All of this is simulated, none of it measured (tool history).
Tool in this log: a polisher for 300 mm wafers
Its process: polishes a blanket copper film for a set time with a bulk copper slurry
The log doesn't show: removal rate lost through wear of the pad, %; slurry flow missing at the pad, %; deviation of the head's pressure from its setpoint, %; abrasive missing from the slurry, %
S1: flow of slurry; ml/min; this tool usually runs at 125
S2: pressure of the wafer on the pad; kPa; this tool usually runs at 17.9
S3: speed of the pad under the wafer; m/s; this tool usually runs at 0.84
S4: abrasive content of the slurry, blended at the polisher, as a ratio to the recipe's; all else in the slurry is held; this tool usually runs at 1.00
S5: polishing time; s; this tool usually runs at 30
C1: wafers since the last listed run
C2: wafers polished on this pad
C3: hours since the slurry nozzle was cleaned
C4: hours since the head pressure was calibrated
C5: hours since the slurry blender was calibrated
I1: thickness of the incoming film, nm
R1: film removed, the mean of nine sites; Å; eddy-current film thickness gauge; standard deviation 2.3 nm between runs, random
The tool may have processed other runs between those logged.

{"run": 1, "hour": 0.0, "S1": 125, "S2": 17.9, "S3": 0.84, "S4": 0.8, "S5": 30, "C1": 0, "C2": 1149, "C3": 130.7, "C4": 426.8, "C5": 201.4, "I1": 4129.6, "R1": 1866}
{"hour": 10.7, "done": "worn pad replaced by a new one"}
{"run": 2, "hour": 11.2, "S1": 125, "S2": 17.9, "S3": 0.84, "S4": 1.0, "S5": 32, "C1": 128, "C2": 9, "C3": 141.9, "C4": 438.0, "C5": 212.6, "I1": 4115.6, "R1": 2030}
{"run": 3, "hour": 28.5, "S1": 125, "S2": 17.9, "S3": 0.84, "S4": 1.0, "S5": 32, "C1": 309, "C2": 319, "C3": 159.2, "C4": 455.3, "C5": 229.9, "I1": 4116.8, "R1": 2009}
{"run": 4, "hour": 36.5, "S1": 125, "S2": 17.9, "S3": 0.84, "S4": 1.0, "S5": 30, "C1": 143, "C2": 462, "C3": 167.2, "C4": 463.3, "C5": 237.9, "I1": 4084.2, "R1": 1908}
{"run": 5, "hour": 54.4, "S1": 125, "S2": 17.9, "S3": 0.84, "S4": 1.0, "S5": 30, "C1": 320, "C2": 782, "C3": 185.1, "C4": 481.2, "C5": 255.8, "I1": 4153.0, "R1": 1912}
{"run": 6, "hour": 69.9, "S1": 125, "S2": 17.9, "S3": 0.84, "S4": 1.0, "S5": 30, "C1": 277, "C2": 1060, "C3": 200.6, "C4": 496.7, "C5": 271.3, "I1": 4108.4, "R1": 1885}
{"hour": 81.2, "done": "worn pad replaced by a new one"}
{"run": 7, "hour": 87.8, "S1": 125, "S2": 17.9, "S3": 0.84, "S4": 1.0, "S5": 30, "C1": 248, "C2": 117, "C3": 218.5, "C4": 514.6, "C5": 289.2, "I1": 4091.7, "R1": 1860}
{"run": 8, "hour": 103.2, "S1": 125, "S2": 17.9, "S3": 0.84, "S4": 1.0, "S5": 30, "C1": 275, "C2": 393, "C3": 233.9, "C4": 530.0, "C5": 304.6, "I1": 4127.5, "R1": 1879}
{"hour": 113.1, "done": "head pressure recalibrated"}
{"run": 9, "hour": 116.2, "S1": 125, "S2": 17.9, "S3": 0.84, "S4": 1.0, "S5": 30, "C1": 196, "C2": 590, "C3": 246.9, "C4": 3.1, "C5": 317.6, "I1": 4115.3, "R1": 1861}
{"run": 10, "hour": 130.1, "S1": 125, "S2": 17.9, "S3": 0.84, "S4": 1.0, "S5": 30, "C1": 248, "C2": 839, "C3": 260.8, "C4": 17.0, "C5": 331.5, "I1": 4083.3, "R1": 1890}
{"run": 11, "hour": 142.3, "S1": 125, "S2": 17.9, "S3": 0.84, "S4": 1.0, "S5": 30, "C1": 218, "C2": 1057, "C3": 273.0, "C4": 29.2, "C5": 343.7, "I1": 4071.2, "R1": 1862}
{"run": 12, "hour": 150.8, "S1": 125, "S2": 17.9, "S3": 0.84, "S4": 1.0, "S5": 30, "C1": 152, "C2": 1209, "C3": 281.5, "C4": 37.7, "C5": 352.2, "I1": 4100.3, "R1": 1852}
{"hour": 157.9, "done": "worn pad replaced by a new one"}
{"hour": 168.1, "done": "slurry blender recalibrated"}
{"run": 13, "hour": 168.6, "S1": 125, "S2": 17.9, "S3": 0.84, "S4": 1.0, "S5": 30, "C1": 211, "C2": 155, "C3": 299.3, "C4": 55.5, "C5": 0.5, "I1": 4082.6, "R1": 1955}
{"run": 14, "hour": 178.3, "S1": 125, "S2": 17.9, "S3": 0.84, "S4": 1.0, "S5": 30, "C1": 173, "C2": 328, "C3": 309.0, "C4": 65.2, "C5": 10.2, "I1": 4051.5, "R1": 1963}
{"run": 15, "hour": 190.3, "S1": 165, "S2": 17.9, "S3": 0.84, "S4": 1.0, "S5": 38, "C1": 214, "C2": 543, "C3": 321.0, "C4": 77.2, "C5": 22.2, "I1": 4095.6, "R1": 2595}
{"run": 16, "hour": 206.3, "S1": 125, "S2": 17.9, "S3": 0.84, "S4": 1.0, "S5": 30, "C1": 286, "C2": 830, "C3": 337.0, "C4": 93.2, "C5": 38.2, "I1": 4124.0, "R1": 1877}
{"hour": 208.1, "done": "slurry nozzle cleaned"}
{"run": 17, "hour": 212.4, "S1": 90, "S2": 15.2, "S3": 0.84, "S4": 1.1, "S5": 27, "C1": 91, "C2": 921, "C3": 4.3, "C4": 99.3, "C5": 44.3, "I1": 4019.4, "R1": 1368}
{"hour": 222.4, "done": "worn pad replaced by a new one"}
{"run": 18, "hour": 222.9, "S1": 145, "S2": 17.9, "S3": 0.98, "S4": 0.85, "S5": 23, "C1": 116, "C2": 9, "C3": 14.8, "C4": 109.8, "C5": 54.8, "I1": 4078.3, "R1": 1781}
{"run": 19, "hour": 234.0, "S1": 110, "S2": 23.4, "S3": 0.84, "S4": 1.0, "S5": 30, "C1": 198, "C2": 208, "C3": 25.9, "C4": 120.9, "C5": 65.9, "I1": 3998.3, "R1": 2447}
{"run": 20, "hour": 245.4, "S1": 125, "S2": 17.9, "S3": 0.7, "S4": 0.85, "S5": 30, "C1": 204, "C2": 412, "C3": 37.3, "C4": 132.3, "C5": 77.3, "I1": 4116.7, "R1": 1572}
{"run": 21, "hour": 278.8, "S1": 125, "S2": 24.1, "S3": 0.84, "S4": 1.0, "S5": 24, "C1": 597, "C2": 1010, "C3": 70.7, "C4": 165.7, "C5": 110.7, "I1": 4078.4, "R1": 2001}
{"hour": 292.7, "done": "worn pad replaced by a new one"}
{"run": 22, "hour": 293.2, "S1": 140, "S2": 17.9, "S3": 0.84, "S4": 0.7, "S5": 30, "C1": 186, "C2": 9, "C3": 85.1, "C4": 180.1, "C5": 125.1, "I1": 4106.5, "R1": 1879}
{"run": 23, "hour": 297.4, "S1": 110, "S2": 23.4, "S3": 0.84, "S4": 1.0, "S5": 30, "C1": 75, "C2": 84, "C3": 89.3, "C4": 184.3, "C5": 129.3, "I1": 4041.6, "R1": 2385}
{"run": 24, "hour": 313.3, "S1": 125, "S2": 17.9, "S3": 0.84, "S4": 1.0, "S5": 30, "C1": 284, "C2": 369, "C3": 105.2, "C4": 200.2, "C5": 145.2, "I1": 4110.8, "R1": 1900}
{"run": 25, "hour": 320.6, "S1": 125, "S2": 22.1, "S3": 0.72, "S4": 0.75, "S5": 24, "C1": 130, "C2": 500, "C3": 112.5, "C4": 207.5, "C5": 152.5, "I1": 4013.3, "R1": 1521}
{"run": 26, "hour": 328.5, "S1": 85, "S2": 20.7, "S3": 0.64, "S4": 1.0, "S5": 25, "C1": 141, "C2": 641, "C3": 120.4, "C4": 215.4, "C5": 160.4, "I1": 4050.0, "R1": 1257}
{"run": 27, "hour": 345.4, "S1": 125, "S2": 17.9, "S3": 0.84, "S4": 0.75, "S5": 30, "C1": 302, "C2": 944, "C3": 137.3, "C4": 232.3, "C5": 177.3, "I1": 4067.8, "R1": 1813}
{"run": 28, "hour": 359.2, "S1": 125, "S2": 17.9, "S3": 0.84, "S4": 1.0, "S5": 30, "C1": 247, "C2": 1191, "C3": 151.1, "C4": 246.1, "C5": 191.1, "I1": 4123.1, "R1": 1850}
{"hour": 365.2, "done": "worn pad replaced by a new one"}
{"run": 29, "hour": 372.0, "S1": 155, "S2": 17.9, "S3": 0.84, "S4": 1.0, "S5": 24, "C1": 157, "C2": 121, "C3": 163.9, "C4": 258.9, "C5": 203.9, "I1": 4093.7, "R1": 1532}

4 options for the next run, each taken on its own from the tool as it stands now. Forecast them:
{"run": "A", "hour": 372.4, "S1": 125, "S2": 17.9, "S3": 0.84, "S4": 1.0, "S5": 30, "C1": 7, "C2": 128, "C3": 164.3, "C4": 259.3, "C5": 204.3, "I1": 4002.0, "R1": "?"}
{"run": "B", "hour": 372.4, "S1": 125, "S2": 17.9, "S3": 0.84, "S4": 1.3, "S5": 30, "C1": 7, "C2": 128, "C3": 164.3, "C4": 259.3, "C5": 204.3, "I1": 4002.0, "R1": "?"}
{"run": "C", "hour": 372.4, "S1": 165, "S2": 17.9, "S3": 0.84, "S4": 1.0, "S5": 30, "C1": 7, "C2": 128, "C3": 164.3, "C4": 259.3, "C5": 204.3, "I1": 4002.0, "R1": "?"}
{"run": "D", "hour": 372.4, "S1": 140, "S2": 24.1, "S3": 0.94, "S4": 1.0, "S5": 27, "C1": 7, "C2": 128, "C3": 164.3, "C4": 259.3, "C5": 204.3, "I1": 4002.0, "R1": "?"}

run=A R1=1909
run=B R1=1974
run=C R1=2014
run=D R1=2650
Had the tool no hidden state, the same runs would have come out as:
run=A R1=1996
run=B R1=2065
run=C R1=2105
run=D R1=2771
